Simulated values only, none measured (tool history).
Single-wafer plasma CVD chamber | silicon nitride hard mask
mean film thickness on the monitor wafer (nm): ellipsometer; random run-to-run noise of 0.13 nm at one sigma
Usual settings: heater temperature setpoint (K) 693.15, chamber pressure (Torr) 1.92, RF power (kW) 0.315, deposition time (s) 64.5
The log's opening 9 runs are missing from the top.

run	hour	heater temperature setpoint (K)	chamber pressure (Torr)	RF power (kW)	deposition time (s)	wafers since the last listed run	hours since the last thermocouple change	hours since the last RF generator calibration	hours since the last manometer calibration	hours since the showerhead was replaced	hours since the gauge calibration	read-back reference wafer on the same gauge, thickness_nm	mean film thickness on the monitor wafer (nm)
10	139.8	693.15	1.92	0.315	58.0	211	970.7	1118.5	1877.8	4027.9	184.0	93.819	74.111
11	145.9	693.15	1.92	0.315	64.5	87	976.8	1124.6	1883.9	4034.0	190.1	93.901	82.648
12	157.4	693.15	1.92	0.315	64.5	164	988.3	1136.1	1895.4	4045.5	201.6	93.818	82.724
13	173.5	693.15	1.92	0.315	64.5	229	1004.4	1152.2	1911.5	4061.6	217.7	93.793	82.328
# hour 189.4: thermocouple changed; heater temperature recalibrated
14	189.9	693.15	1.92	0.315	61.7	119	0.5	1168.6	1927.9	4078.0	234.1	93.788	78.623
15	201.2	693.15	1.92	0.330	64.5	161	11.8	1179.9	1939.2	4089.3	245.4	93.844	84.424
16	212.7	693.15	1.92	0.315	64.5	164	23.3	1191.4	1950.7	4100.8	256.9	93.755	81.905
17	220.9	693.15	2.37	0.265	64.5	117	31.5	1199.6	1958.9	4109.0	265.1	93.802	79.422

Run 18 has not been measured yet. What should we expect?
# hour 264.3: showerhead replaced
18	264.8	698.15	1.92	0.315	61.0	512	75.4	1243.5	2002.8	0.5	309.0	?	?

read-back reference wafer on the same gauge, thickness_nm: 93.760
mean film thickness on the monitor wafer (nm): 77.287
On a tool with no hidden condition, and with the same random variation, this run would have come out at mean film thickness on the monitor wafer (nm) 80.854.
